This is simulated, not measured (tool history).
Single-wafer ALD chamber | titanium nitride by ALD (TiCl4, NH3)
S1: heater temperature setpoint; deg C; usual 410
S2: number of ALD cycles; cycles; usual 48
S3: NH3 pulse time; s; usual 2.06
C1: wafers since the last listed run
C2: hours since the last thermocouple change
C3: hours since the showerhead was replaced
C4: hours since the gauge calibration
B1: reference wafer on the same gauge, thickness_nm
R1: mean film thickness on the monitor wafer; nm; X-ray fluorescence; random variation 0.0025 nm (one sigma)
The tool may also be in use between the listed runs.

run 1 hour=0.0 | S1=410 S2=48 S3=2.06 | C1=0 C2=2432.4 C3=2088.3 C4=653.3 | B1=1.010 | R1=1.022
run 2 hour=71.4 | S1=410 S2=48 S3=2.06 | C1=432 C2=2503.8 C3=2159.7 C4=724.7 | B1=1.012 | R1=1.027
run 3 hour=131.6 | S1=410 S2=48 S3=2.06 | C1=364 C2=2564.0 C3=2219.9 C4=784.9 | B1=1.014 | R1=1.023
run 4 hour=191.0 | S1=410 S2=52 S3=2.06 | C1=359 C2=2623.4 C3=2279.3 C4=844.3 | B1=1.015 | R1=1.111
run 5 hour=252.2 | S1=410 S2=52 S3=2.06 | C1=370 C2=2684.6 C3=2340.5 C4=905.5 | B1=1.017 | R1=1.113
run 6 hour=288.6 | S1=410 S2=52 S3=2.06 | C1=220 C2=2721.0 C3=2376.9 C4=941.9 | B1=1.018 | R1=1.109
run 7 hour=340.6 | S1=410 S2=48 S3=2.06 | C1=314 C2=2773.0 C3=2428.9 C4=993.9 | B1=1.020 | R1=1.034
run 8 hour=376.4 | S1=401 S2=48 S3=2.06 | C1=216 C2=2808.8 C3=2464.7 C4=1029.7 | B1=1.022 | R1=1.033
run 9 hour=426.9 | S1=401 S2=48 S3=2.06 | C1=305 C2=2859.3 C3=2515.2 C4=1080.2 | B1=1.024 | R1=1.032
-- hour=447.7 thermocouple changed; heater temperature recalibrated
run 10 hour=475.0 | S1=410 S2=48 S3=2.06 | C1=242 C2=27.3 C3=2563.3 C4=1128.3 | B1=1.026 | R1=1.038
run 11 hour=516.8 | S1=410 S2=48 S3=2.06 | C1=253 C2=69.1 C3=2605.1 C4=1170.1 | B1=1.028 | R1=1.034
-- hour=563.5 showerhead replaced
run 12 hour=567.4 | S1=400 S2=48 S3=2.06 | C1=257 C2=119.7 C3=3.9 C4=1220.7 | B1=1.030 | R1=1.034
-- hour=575.6 gauge calibrated
run 13 hour=619.6 | S1=410 S2=48 S3=2.06 | C1=316 C2=171.9 C3=56.1 C4=44.0 | B1=1.006 | R1=1.016
run 14 hour=652.1 | S1=410 S2=48 S3=2.06 | C1=196 C2=204.4 C3=88.6 C4=76.5 | B1=1.007 | R1=1.018
run 15 hour=823.5 | S1=401 S2=53 S3=2.43 | C1=1037 C2=375.8 C3=260.0 C4=247.9 | B1=1.008 | R1=1.128
run 16 hour=862.9 | S1=395 S2=40 S3=2.73 | C1=238 C2=415.2 C3=299.4 C4=287.3 | B1=1.008 | R1=0.852
run 17 hour=896.6 | S1=410 S2=41 S3=2.06 | C1=204 C2=448.9 C3=333.1 C4=321.0 | B1=1.008 | R1=0.873
run 18 hour=967.1 | S1=410 S2=41 S3=1.51 | C1=426 C2=519.4 C3=403.6 C4=391.5 | B1=1.010 | R1=0.861
run 19 hour=997.7 | S1=399 S2=41 S3=1.38 | C1=185 C2=550.0 C3=434.2 C4=422.1 | B1=1.010 | R1=0.851
run 20 hour=1045.8 | S1=410 S2=48 S3=2.06 | C1=291 C2=598.1 C3=482.3 C4=470.2 | B1=1.011 | R1=1.022
run 21 hour=1099.1 | S1=410 S2=43 S3=1.67 | C1=322 C2=651.4 C3=535.6 C4=523.5 | B1=1.012 | R1=0.906
run 22 hour=1153.6 | S1=414 S2=53 S3=1.60 | C1=330 C2=705.9 C3=590.1 C4=578.0 | B1=1.013 | R1=1.122
run 23 hour=1346.6 | S1=400 S2=55 S3=2.06 | C1=1168 C2=898.9 C3=783.1 C4=771.0 | B1=1.018 | R1=1.177
run 24 hour=1376.0 | S1=410 S2=48 S3=2.06 | C1=178 C2=928.3 C3=812.5 C4=800.4 | B1=1.019 | R1=1.024
run 25 hour=1436.5 | S1=403 S2=55 S3=2.81 | C1=366 C2=988.8 C3=873.0 C4=860.9 | B1=1.021 | R1=1.192

4 ways to go on from here, each from the tool as it stands after run 25. What would each give?
run A hour=1437.0 | S1=397 S2=48 S3=2.06 | C1=3 C2=989.3 C3=873.5 C4=861.4 | B1=? | R1=?
run B hour=1437.0 | S1=423 S2=43 S3=1.83 | C1=3 C2=989.3 C3=873.5 C4=861.4 | B1=? | R1=?
run C hour=1437.0 | S1=410 S2=40 S3=1.36 | C1=3 C2=989.3 C3=873.5 C4=861.4 | B1=? | R1=?
run D hour=1437.0 | S1=405 S2=45 S3=1.27 | C1=3 C2=989.3 C3=873.5 C4=861.4 | B1=? | R1=?

run=A B1=1.021 R1=1.028
run=B B1=1.021 R1=0.927
run=C B1=1.021 R1=0.846
run=D B1=1.021 R1=0.946
Without the tool's hidden state the same runs would have given:
run=A R1=1.008
run=B R1=0.908
run=C R1=0.829
run=D R1=0.927

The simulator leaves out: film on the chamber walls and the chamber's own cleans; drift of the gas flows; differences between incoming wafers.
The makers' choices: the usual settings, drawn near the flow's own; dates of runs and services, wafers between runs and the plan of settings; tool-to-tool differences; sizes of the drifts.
